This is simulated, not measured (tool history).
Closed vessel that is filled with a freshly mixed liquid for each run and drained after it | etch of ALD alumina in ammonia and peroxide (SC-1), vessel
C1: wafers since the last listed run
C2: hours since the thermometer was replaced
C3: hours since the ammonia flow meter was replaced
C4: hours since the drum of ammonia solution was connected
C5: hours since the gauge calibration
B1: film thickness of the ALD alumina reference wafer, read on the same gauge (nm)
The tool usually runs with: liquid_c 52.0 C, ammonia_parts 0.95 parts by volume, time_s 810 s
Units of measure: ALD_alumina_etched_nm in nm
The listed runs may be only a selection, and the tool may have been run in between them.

Run 1, hour 0.0: usual settings; C1 0; C2 902.4; C3 1482.8; C4 293.2; C5 840.0; B1 70.01. Result: ALD_alumina_etched_nm 49.08 nm.
Run 2, hour 53.9: usual settings; C1 2883; C2 956.3; C3 1536.7; C4 347.1; C5 893.9; B1 70.01. Result: ALD_alumina_etched_nm 49.04 nm.
Run 3, hour 121.4: usual settings but liquid_c 56.5 C, ammonia_parts 1.20 parts by volume; C1 3611; C2 1023.8; C3 1604.2; C4 414.6; C5 961.4; B1 69.98. Result: ALD_alumina_etched_nm 63.73 nm.
At hour 142.9: new drum of ammonia solution connected.
Run 4, hour 189.1: usual settings but liquid_c 56.5 C, ammonia_parts 1.20 parts by volume; C1 3568; C2 1091.5; C3 1671.9; C4 46.2; C5 1029.1; B1 70.01. Result: ALD_alumina_etched_nm 63.47 nm.
Run 5, hour 226.8: usual settings but liquid_c 56.5 C, ammonia_parts 1.20 parts by volume; C1 2016; C2 1129.2; C3 1709.6; C4 83.9; C5 1066.8; B1 69.99. Result: ALD_alumina_etched_nm 64.02 nm.
Run 6, hour 269.0: usual settings; C1 2257; C2 1171.4; C3 1751.8; C4 126.1; C5 1109.0; B1 70.01. Result: ALD_alumina_etched_nm 49.21 nm.
Run 7, hour 308.0: usual settings; C1 2086; C2 1210.4; C3 1790.8; C4 165.1; C5 1148.0; B1 69.99. Result: ALD_alumina_etched_nm 49.00 nm.
Run 8, hour 403.8: usual settings but time_s 1105 s; C1 5125; C2 1306.2; C3 1886.6; C4 260.9; C5 1243.8; B1 69.99. Result: ALD_alumina_etched_nm 67.04 nm.
Run 9, hour 491.3: usual settings but ammonia_parts 1.15 parts by volume; C1 4681; C2 1393.7; C3 1974.1; C4 348.4; C5 1331.3; B1 69.99. Result: ALD_alumina_etched_nm 50.06 nm.
At hour 545.2: new drum of ammonia solution connected.
Run 10, hour 579.1: usual settings; C1 4643; C2 1481.5; C3 2061.9; C4 33.9; C5 1419.1; B1 69.99. Result: ALD_alumina_etched_nm 49.33 nm.
Run 11, hour 646.2: usual settings but liquid_c 56.5 C; C1 3589; C2 1548.6; C3 2129.0; C4 101.0; C5 1486.2; B1 70.00. Result: ALD_alumina_etched_nm 62.96 nm.
At hour 679.0: gauge calibrated.
Run 12, hour 684.9: usual settings but liquid_c 56.5 C; C1 2070; C2 1587.3; C3 2167.7; C4 139.7; C5 5.9; B1 69.99. Result: ALD_alumina_etched_nm 62.66 nm.
Run 13, hour 741.8: usual settings but liquid_c 56.5 C; C1 3044; C2 1644.2; C3 2224.6; C4 196.6; C5 62.8; B1 70.01. Result: ALD_alumina_etched_nm 62.57 nm.
Run 14, hour 801.6: usual settings; C1 3199; C2 1704.0; C3 2284.4; C4 256.4; C5 122.6; B1 70.00. Result: ALD_alumina_etched_nm 49.33 nm.
At hour 850.8: thermometer replaced.
Run 15, hour 882.7: usual settings; C1 4285; C2 31.9; C3 2365.5; C4 337.5; C5 203.7; B1 69.99. Result: ALD_alumina_etched_nm 48.31 nm.
At hour 921.7: new drum of ammonia solution connected.
At hour 933.4: ammonia flow meter replaced.
Run 16, hour 981.3: usual settings but liquid_c 56.5 C; C1 5168; C2 130.5; C3 47.9; C4 59.6; C5 302.3; B1 70.00. Result: ALD_alumina_etched_nm 61.79 nm.
Run 17, hour 1026.9: usual settings but liquid_c 45.5 C, ammonia_parts 1.20 parts by volume; C1 2439; C2 176.1; C3 93.5; C4 105.2; C5 347.9; B1 70.00. Result: ALD_alumina_etched_nm 34.81 nm.
Run 18, hour 1108.4: usual settings but liquid_c 48.0 C, time_s 555 s; C1 4360; C2 257.6; C3 175.0; C4 186.7; C5 429.4; B1 69.99. Result: ALD_alumina_etched_nm 27.00 nm.
Run 19, hour 1208.9: usual settings but liquid_c 59.0 C, ammonia_parts 1.10 parts by volume, time_s 430 s; C1 5376; C2 358.1; C3 275.5; C4 287.2; C5 529.9; B1 69.98. Result: ALD_alumina_etched_nm 38.16 nm.
Run 20, hour 1247.7: usual settings but liquid_c 47.5 C; C1 2075; C2 396.9; C3 314.3; C4 326.0; C5 568.7; B1 69.99. Result: ALD_alumina_etched_nm 38.10 nm.
At hour 1314.7: new drum of ammonia solution connected.
Run 21, hour 1346.4: usual settings but ammonia_parts 1.20 parts by volume; C1 5226; C2 495.6; C3 413.0; C4 31.7; C5 667.4; B1 69.98. Result: ALD_alumina_etched_nm 50.21 nm.
Run 22, hour 1451.5: usual settings; C1 5622; C2 600.7; C3 518.1; C4 136.8; C5 772.5; B1 69.99. Result: ALD_alumina_etched_nm 48.82 nm.
Run 23, hour 1528.1: usual settings but ammonia_parts 0.55 parts by volume, time_s 585 s; C1 4098; C2 677.3; C3 594.7; C4 213.4; C5 849.1; B1 69.99. Result: ALD_alumina_etched_nm 33.55 nm.
Run 24, hour 1601.9: usual settings but liquid_c 62.0 C, ammonia_parts 1.20 parts by volume, time_s 1275 s; C1 3948; C2 751.1; C3 668.5; C4 287.2; C5 922.9; B1 70.01. Result: ALD_alumina_etched_nm 132.91 nm.
Run 25, hour 1700.2: usual settings but time_s 650 s; C1 5259; C2 849.4; C3 766.8; C4 385.5; C5 1021.2; B1 70.00. Result: ALD_alumina_etched_nm 39.42 nm.
At hour 1746.6: new drum of ammonia solution connected.
Run 26, hour 1806.6: usual settings but liquid_c 46.0 C, ammonia_parts 0.50 parts by volume; C1 5638; C2 955.8; C3 873.2; C4 60.0; C5 1127.6; B1 70.00. Result: ALD_alumina_etched_nm 33.16 nm.
Run 27, hour 1852.2: usual settings; C1 2439; C2 1001.4; C3 918.8; C4 105.6; C5 1173.2; B1 69.99. Result: ALD_alumina_etched_nm 49.16 nm.
Run 28, hour 1911.5: usual settings but time_s 580 s; C1 3172; C2 1060.7; C3 978.1; C4 164.9; C5 1232.5; B1 70.00. Result: ALD_alumina_etched_nm 35.24 nm.

Alternative continuations, all from the tool just after run 28; predict every row:
Run A, hour 1912.4: usual settings; C1 48; C2 1061.6; C3 979.0; C4 165.8; C5 1233.4; B1 ?. Result: ALD_alumina_etched_nm ?.
Run B, hour 1912.4: usual settings but liquid_c 48.5 C; C1 48; C2 1061.6; C3 979.0; C4 165.8; C5 1233.4; B1 ?. Result: ALD_alumina_etched_nm ?.
Run C, hour 1912.4: usual settings but liquid_c 44.0 C, ammonia_parts 0.70 parts by volume, time_s 360 s; C1 48; C2 1061.6; C3 979.0; C4 165.8; C5 1233.4; B1 ?. Result: ALD_alumina_etched_nm ?.
Run D, hour 1912.4: usual settings but ammonia_parts 0.70 parts by volume, time_s 1130 s; C1 48; C2 1061.6; C3 979.0; C4 165.8; C5 1233.4; B1 ?. Result: ALD_alumina_etched_nm ?.
Run E, hour 1912.4: usual settings but ammonia_parts 0.80 parts by volume, time_s 505 s; C1 48; C2 1061.6; C3 979.0; C4 165.8; C5 1233.4; B1 ?. Result: ALD_alumina_etched_nm ?.

run     B1  ALD_alumina_etched_nm
  A  70.00                  49.40
  B  70.00                  40.79
  C  70.00                  13.67
  D  70.00                  66.95
  E  70.00                  30.30
Without the tool's hidden state the same runs would have given:
run  ALD_alumina_etched_nm
  A                  48.46
  B                  39.99
  C                  13.39
  D                  65.68
  E                  29.72
